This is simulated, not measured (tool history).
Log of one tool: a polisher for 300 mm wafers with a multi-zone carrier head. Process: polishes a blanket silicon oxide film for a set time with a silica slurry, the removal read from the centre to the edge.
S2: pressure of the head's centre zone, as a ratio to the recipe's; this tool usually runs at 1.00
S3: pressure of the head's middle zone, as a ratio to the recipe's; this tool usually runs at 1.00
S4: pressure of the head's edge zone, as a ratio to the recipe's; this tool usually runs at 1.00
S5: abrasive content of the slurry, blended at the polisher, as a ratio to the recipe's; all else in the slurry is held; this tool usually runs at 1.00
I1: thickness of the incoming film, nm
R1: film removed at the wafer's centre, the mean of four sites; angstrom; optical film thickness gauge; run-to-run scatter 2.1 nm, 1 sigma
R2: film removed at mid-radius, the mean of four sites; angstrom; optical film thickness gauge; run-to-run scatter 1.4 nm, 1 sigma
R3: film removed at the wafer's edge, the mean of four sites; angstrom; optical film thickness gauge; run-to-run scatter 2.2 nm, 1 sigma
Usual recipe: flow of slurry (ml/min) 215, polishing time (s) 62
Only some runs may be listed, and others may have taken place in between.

Run 1, hour 0.0: usual settings but flow of slurry (ml/min) 245; I1 1704.0. Result: R1 1881 angstrom, R2 1858 angstrom, R3 1926 angstrom.
Run 2, hour 12.3: usual settings; I1 1690.8. Result: R1 1875 angstrom, R2 1859 angstrom, R3 1882 angstrom.
At hour 50.3: worn pad replaced by a new one.
Run 3, hour 50.8: usual settings; I1 1701.6. Result: R1 1861 angstrom, R2 1826 angstrom, R3 1887 angstrom.
At hour 80.0: edge zone pressure recalibrated.
Run 4, hour 82.9: usual settings; I1 1697.8. Result: R1 1868 angstrom, R2 1846 angstrom, R3 1899 angstrom.
Run 5, hour 114.4: usual settings; I1 1714.0. Result: R1 1932 angstrom, R2 1871 angstrom, R3 1923 angstrom.
Run 6, hour 143.0: usual settings but S2 0.94; I1 1731.9. Result: R1 1741 angstrom, R2 1851 angstrom, R3 1901 angstrom.
Run 7, hour 155.6: usual settings but S2 0.94; I1 1705.8. Result: R1 1769 angstrom, R2 1837 angstrom, R3 1868 angstrom.
At hour 164.9: worn pad replaced by a new one.
Run 8, hour 183.6: usual settings; I1 1680.2. Result: R1 1899 angstrom, R2 1829 angstrom, R3 1894 angstrom.
Run 9, hour 214.1: usual settings but S5 0.75, polishing time (s) 56; I1 1684.2. Result: R1 1485 angstrom, R2 1497 angstrom, R3 1518 angstrom.
At hour 227.5: centre zone pressure recalibrated.
Run 10, hour 228.8: usual settings but flow of slurry (ml/min) 270, S3 1.09; I1 1694.3. Result: R1 1928 angstrom, R2 1991 angstrom, R3 1945 angstrom.
Run 11, hour 255.7: usual settings but S2 1.06, polishing time (s) 70; I1 1689.7. Result: R1 2223 angstrom, R2 2082 angstrom, R3 2149 angstrom.
At hour 262.0: carrier head's membrane replaced by a new one.
Run 12, hour 285.2: usual settings but S3 1.08, polishing time (s) 55; I1 1703.5. Result: R1 1661 angstrom, R2 1713 angstrom, R3 1699 angstrom.
At hour 296.5: worn pad replaced by a new one.
Run 13, hour 315.4: usual settings; I1 1707.3. Result: R1 1890 angstrom, R2 1829 angstrom, R3 1899 angstrom.
At hour 328.3: slurry nozzle cleaned.
Run 14, hour 340.2: usual settings but S3 0.94, S4 0.96, S5 1.30; I1 1710.1. Result: R1 2045 angstrom, R2 1948 angstrom, R3 2026 angstrom.
Run 15, hour 359.3: usual settings but S2 1.09, S3 0.90; I1 1706.7. Result: R1 2066 angstrom, R2 1751 angstrom, R3 1901 angstrom.

The next listed run, before its measurement:
Run 16, hour 377.9: usual settings but flow of slurry (ml/min) 250, S5 0.85; I1 1704.3. Result: R1 ?, R2 ?, R3 ?.

{"run 16": {"R1": 1755, "R2": 1773, "R3": 1763}}
Were there no unlogged condition in the tool, this run, its random variation unchanged, would have produced R1 1755 angstrom, R2 1773 angstrom, R3 1763 angstrom.

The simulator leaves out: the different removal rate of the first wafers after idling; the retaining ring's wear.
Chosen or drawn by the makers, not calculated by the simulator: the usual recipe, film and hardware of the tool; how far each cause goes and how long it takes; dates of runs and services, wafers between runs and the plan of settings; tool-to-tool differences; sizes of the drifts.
